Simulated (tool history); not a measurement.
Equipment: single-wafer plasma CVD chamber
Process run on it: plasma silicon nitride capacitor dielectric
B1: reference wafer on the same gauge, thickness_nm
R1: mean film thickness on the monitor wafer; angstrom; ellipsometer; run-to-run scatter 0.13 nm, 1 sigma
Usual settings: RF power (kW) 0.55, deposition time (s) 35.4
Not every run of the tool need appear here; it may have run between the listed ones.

{"run": 1, "hour": 0.0, "RF power (kW)": 0.55, "deposition time (s)": 35.4, "B1": 44.223, "R1": 521.68}
{"run": 2, "hour": 39.4, "RF power (kW)": 0.55, "deposition time (s)": 35.4, "B1": 44.221, "R1": 521.83}
{"run": 3, "hour": 131.3, "RF power (kW)": 0.55, "deposition time (s)": 35.4, "B1": 44.189, "R1": 522.63}
{"run": 4, "hour": 188.5, "RF power (kW)": 0.55, "deposition time (s)": 35.4, "B1": 44.201, "R1": 520.86}
{"run": 5, "hour": 293.4, "RF power (kW)": 0.55, "deposition time (s)": 35.4, "B1": 44.19, "R1": 519.42}
{"run": 6, "hour": 378.5, "RF power (kW)": 0.55, "deposition time (s)": 35.4, "B1": 44.17, "R1": 521.76}
{"run": 7, "hour": 427.0, "RF power (kW)": 0.55, "deposition time (s)": 35.4, "B1": 44.213, "R1": 520.01}
{"run": 8, "hour": 514.6, "RF power (kW)": 0.55, "deposition time (s)": 35.4, "B1": 44.198, "R1": 517.08}
{"hour": 541.0, "done": "RF generator calibrated"}
{"run": 9, "hour": 565.1, "RF power (kW)": 0.605, "deposition time (s)": 39.4, "B1": 44.213, "R1": 598.78}

What does the tool deliver on the next run?
{"hour": 661.3, "done": "gauge calibrated"}
{"hour": 699.1, "done": "showerhead replaced, of another model than before"}
{"run": 10, "hour": 848.4, "RF power (kW)": 0.58, "deposition time (s)": 30.8, "B1": "?", "R1": "?"}

{"run 10": {"B1": 44.207, "R1": 463.54}}
If the tool had no hidden condition, the same run with the same run-to-run variation would have returned R1 464.01 angstrom.
